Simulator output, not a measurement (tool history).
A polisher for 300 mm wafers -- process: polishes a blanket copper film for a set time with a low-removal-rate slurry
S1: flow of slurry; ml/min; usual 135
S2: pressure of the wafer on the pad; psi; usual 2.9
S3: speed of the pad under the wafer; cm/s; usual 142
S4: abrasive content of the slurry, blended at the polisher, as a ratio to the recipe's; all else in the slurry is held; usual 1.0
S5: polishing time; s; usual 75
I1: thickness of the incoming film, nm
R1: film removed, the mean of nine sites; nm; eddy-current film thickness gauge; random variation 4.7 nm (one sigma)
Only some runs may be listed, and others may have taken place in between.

run	day	S1	S2	S3	S4	S5	I1	R1
1	0.000	165	2.9	142	1.0	75	1141.9	381.1
2	0.654	135	2.9	142	1.0	75	1158.3	357.6
3	0.962	135	2.9	142	1.0	75	1137.3	364.4
4	1.517	135	2.9	142	1.0	80	1132.9	389.6
# day 1.721: worn pad replaced by a new one
5	1.783	135	2.9	120	1.0	75	1173.2	319.4
6	2.229	135	2.9	120	1.0	75	1148.2	309.9
7	2.575	135	2.9	142	1.0	75	1170.4	369.0
8	3.012	115	3.2	142	1.0	75	1145.4	387.8
9	4.596	115	3.2	142	1.0	75	1138.3	382.4
10	5.050	115	3.2	142	1.0	75	1136.7	382.7
# day 5.392: slurry nozzle cleaned
# day 5.558: worn pad replaced by a new one
11	5.579	135	2.9	142	1.0	75	1163.2	375.8
12	5.792	135	2.9	142	1.0	75	1129.6	375.6
13	6.117	135	2.9	142	1.0	75	1126.1	366.6
14	6.754	135	2.9	142	1.0	75	1137.9	368.7
15	7.242	135	2.9	142	1.0	75	1137.4	369.5
16	7.725	165	3.3	182	1.0	68	1157.4	482.3
17	8.258	115	3.2	142	1.0	75	1146.6	379.3
18	8.575	95	2.9	142	1.0	55	1145.3	243.0
# day 8.808: slurry blender recalibrated
19	9.154	135	2.9	142	1.0	61	1153.1	294.1
# day 9.867: worn pad replaced by a new one
# day 10.033: head pressure recalibrated
20	10.075	110	3.5	180	1.0	62	1167.5	444.4
21	10.546	135	2.9	118	1.0	61	1154.5	251.8
22	11.096	135	2.9	142	1.0	75	1171.1	363.7
23	11.400	135	2.9	170	1.0	75	1160.1	435.6
24	12.092	135	3.3	142	1.0	75	1162.4	404.7
25	12.838	135	2.9	142	1.0	75	1139.4	360.5
# day 13.571: worn pad replaced by a new one
26	13.592	145	2.0	130	1.0	100	1172.0	330.9
27	13.742	135	3.5	142	1.0	75	1147.5	456.1
28	14.350	135	2.9	142	1.2	75	1135.0	370.5
29	14.721	155	2.9	142	1.0	75	1145.5	376.6

Here are 4 independent what-if runs from the current tool condition. What would each one return?
A	14.742	135	2.9	142	1.0	75	1133.0	?
B	14.742	120	2.9	142	1.0	75	1133.0	?
C	14.742	135	3.7	142	1.0	75	1133.0	?
D	14.742	155	3.8	142	1.0	82	1133.0	?

run	R1
A	366.3
B	357.9
C	461.7
D	530.6
Had the tool no hidden state, the same runs would have come out as:
run	R1
A	380.2
B	371.4
C	479.1
D	550.6

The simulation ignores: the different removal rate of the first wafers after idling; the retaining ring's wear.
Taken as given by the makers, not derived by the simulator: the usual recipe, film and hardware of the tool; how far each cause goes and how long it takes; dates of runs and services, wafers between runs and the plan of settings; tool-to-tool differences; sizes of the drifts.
